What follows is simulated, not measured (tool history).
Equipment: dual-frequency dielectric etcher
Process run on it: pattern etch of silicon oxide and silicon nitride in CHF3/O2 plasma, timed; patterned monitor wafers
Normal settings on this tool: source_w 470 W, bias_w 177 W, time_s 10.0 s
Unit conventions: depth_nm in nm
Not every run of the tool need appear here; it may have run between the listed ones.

run     day  source_w  bias_w  time_s  read-back reference wafer on the same gauge, depth_nm  depth_nm
  1   0.000       470     177    10.0                                                  12.99     12.76
  2   0.450       470     177    10.0                                                  12.98     12.74
  3   1.088       470     177    10.0                                                  12.99     12.49
  4   1.946       470     177    10.0                                                  13.00     12.65
  5   2.375       470     177    10.0                                                  13.00     12.58
  6   2.817       470     177    10.0                                                  13.01     12.79
  7   3.367       470     177    10.0                                                  13.01     12.51
  8   3.742       420     186    10.0                                                  12.98     12.35
  9   4.267       420     186    10.0                                                  13.00     12.39
 10   5.429       420     188    10.0                                                  13.00     12.46
 11   5.446       580     202     9.0                                                  12.98     12.92
 12   5.600       430     163    10.0                                                  13.00     11.91
 13   6.250       410     153     8.5                                                  13.00      9.72
 14   6.754       410     177    10.0                                                  13.00     12.11
 15   7.450       530     135     8.5                                                  13.00     10.17
 16   8.204       420     145    11.0                                                  12.99     12.49
 17   8.308       380     177    10.0                                                  12.99     11.72
 18   9.492       530     135    11.5                                                  13.00     13.87
 19   9.508       370     177    10.0                                                  13.00     11.79
 20   9.808       370     194     7.5                                                  13.01      8.93
 21  10.204       380     146    13.0                                                  13.00     14.31
 22  10.817       470     177    10.0                                                  12.99     12.78
 23  11.492       470     177    10.0                                                  13.02     12.70
 24  11.838       510     199    13.0                                                  13.01     17.57
 25  12.096       470     151    10.0                                                  13.01     11.92
 26  12.746       580     202     9.0                                                  13.00     12.74
 27  13.183       470     177    10.0                                                  13.00     12.67
 28  13.908       560     210    10.0                                                  12.99     14.38
 29  14.496       470     177    10.0                                                  13.01     12.68

Not shown here: 5 entries made in the log between runs. Locate each between two listed runs and compare the hidden state at the listed run before it with the hidden state at the listed run after it:
Run 3 -> run 4: gauge calibrated (day 1.092)
  no difference in the tool's unlogged condition between these two runs
Run 9 -> run 10: wet clean of the chamber (day 5.408)
  no difference in the tool's unlogged condition between these two runs
Run 15 -> run 16: bias power generator calibrated (day 8.183)
  no difference in the tool's unlogged condition between these two runs
Run 17 -> run 18: source power generator calibrated (day 8.592); upper electrode replaced (day 9.471)
  no difference in the tool's unlogged condition between these two runs
